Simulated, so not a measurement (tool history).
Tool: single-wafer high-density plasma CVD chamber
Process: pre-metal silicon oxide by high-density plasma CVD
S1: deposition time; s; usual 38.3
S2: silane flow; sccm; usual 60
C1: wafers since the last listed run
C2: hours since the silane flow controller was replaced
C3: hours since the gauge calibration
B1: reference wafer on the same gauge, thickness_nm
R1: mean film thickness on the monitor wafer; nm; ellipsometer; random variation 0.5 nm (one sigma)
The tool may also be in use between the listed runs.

Run 1, hour 0: usual settings; C1 0; C2 3264.2; C3 289.2; B1 192.925. Result: R1 229.438 nm.
Run 2, hour 12.3: usual settings; C1 184; C2 3276.5; C3 301.5; B1 193.117. Result: R1 229.577 nm.
Run 3, hour 27.1: usual settings; C1 222; C2 3291.3; C3 316.3; B1 193.068. Result: R1 229.331 nm.
Run 4, hour 54.2: usual settings but S1 36.5 s, S2 68 sccm; C1 407; C2 3318.4; C3 343.4; B1 192.858. Result: R1 245.735 nm.
Run 5, hour 72.3: usual settings but S1 36.5 s, S2 68 sccm; C1 271; C2 3336.5; C3 361.5; B1 192.982. Result: R1 245.89 nm.
Run 6, hour 86.4: usual settings but S1 36.5 s, S2 68 sccm; C1 211; C2 3350.6; C3 375.6; B1 192.96. Result: R1 245.96 nm.
Run 7, hour 131.5: usual settings; C1 677; C2 3395.7; C3 420.7; B1 193.093. Result: R1 229.519 nm.
Run 8, hour 149.2: usual settings but S1 43.2 s; C1 265; C2 3413.4; C3 438.4; B1 193.065. Result: R1 259.361 nm.
Run 9, hour 179.1: usual settings but S1 43.2 s; C1 449; C2 3443.3; C3 468.3; B1 193.194. Result: R1 258.213 nm.
Run 10, hour 203.6: usual settings but S1 43.2 s; C1 368; C2 3467.8; C3 492.8; B1 192.97. Result: R1 258.191 nm.
Run 11, hour 216.6: usual settings but S2 67 sccm; C1 195; C2 3480.8; C3 505.8; B1 192.947. Result: R1 253.561 nm.
Run 12, hour 243.7: usual settings but S2 67 sccm; C1 407; C2 3507.9; C3 532.9; B1 193.054. Result: R1 254.1 nm.
Run 13, hour 272.2: usual settings but S2 67 sccm; C1 428; C2 3536.4; C3 561.4; B1 192.902. Result: R1 254.7 nm.
Run 14, hour 294.6: usual settings but S1 44.3 s; C1 336; C2 3558.8; C3 583.8; B1 192.982. Result: R1 264.359 nm.
Run 15, hour 312.6: usual settings but S1 44.3 s; C1 270; C2 3576.8; C3 601.8; B1 193.011. Result: R1 265.657 nm.
Run 16, hour 330.8: usual settings but S1 45.3 s, S2 54 sccm; C1 273; C2 3595; C3 620; B1 192.828. Result: R1 246.58 nm.
At hour 356.5: silane flow controller replaced.
Run 17, hour 359: usual settings but S1 30.8 s, S2 51 sccm; C1 303; C2 2.5; C3 648.2; B1 192.992. Result: R1 159.749 nm.
Run 18, hour 410.8: usual settings but S1 35.7 s, S2 51 sccm; C1 778; C2 54.3; C3 700; B1 192.937. Result: R1 184.372 nm.
Run 19, hour 433.8: usual settings but S1 45.5 s, S2 56 sccm; C1 345; C2 77.3; C3 723; B1 192.932. Result: R1 256.213 nm.
Run 20, hour 465.1: usual settings but S1 33.1 s, S2 69 sccm; C1 470; C2 108.6; C3 754.3; B1 192.975. Result: R1 226.029 nm.
Run 21, hour 497: usual settings; C1 479; C2 140.5; C3 786.2; B1 192.919. Result: R1 229.708 nm.
Run 22, hour 510.9: usual settings but S1 31.7 s, S2 57 sccm; C1 208; C2 154.4; C3 800.1; B1 192.812. Result: R1 181.223 nm.
At hour 525.2: gauge calibrated.
Run 23, hour 526.5: usual settings but S2 54 sccm; C1 234; C2 170; C3 1.3; B1 193.094. Result: R1 207.82 nm.
Run 24, hour 613.1: usual settings; C1 1300; C2 256.6; C3 87.9; B1 192.885. Result: R1 229.688 nm.
Run 25, hour 718: usual settings but S1 34.6 s, S2 64 sccm; C1 1575; C2 361.5; C3 192.8; B1 193.075. Result: R1 220.141 nm.
Run 26, hour 734.1: usual settings but S1 36.3 s, S2 72 sccm; C1 241; C2 377.6; C3 208.9; B1 192.954. Result: R1 256.36 nm.
Run 27, hour 751.3: usual settings but S1 32.8 s, S2 71 sccm; C1 258; C2 394.8; C3 226.1; B1 192.901. Result: R1 229.715 nm.
Run 28, hour 777.8: usual settings but S1 45 s, S2 68 sccm; C1 398; C2 421.3; C3 252.6; B1 193.04. Result: R1 302.578 nm.
Run 29, hour 791.2: usual settings but S1 32.4 s, S2 53 sccm; C1 201; C2 434.7; C3 266; B1 192.956. Result: R1 173.307 nm.
Run 30, hour 803.5: usual settings but S2 67 sccm; C1 184; C2 447; C3 278.3; B1 193.107. Result: R1 254.67 nm.

How the hidden state differs across the entries between the runs, from the last listed run before each to the first after it:
Between runs 16 and 17: silane flow controller replaced (hour 356.5)
  no hidden state differs between the two runs
Between runs 22 and 23: gauge calibrated (hour 525.2)
  no hidden state differs between the two runs
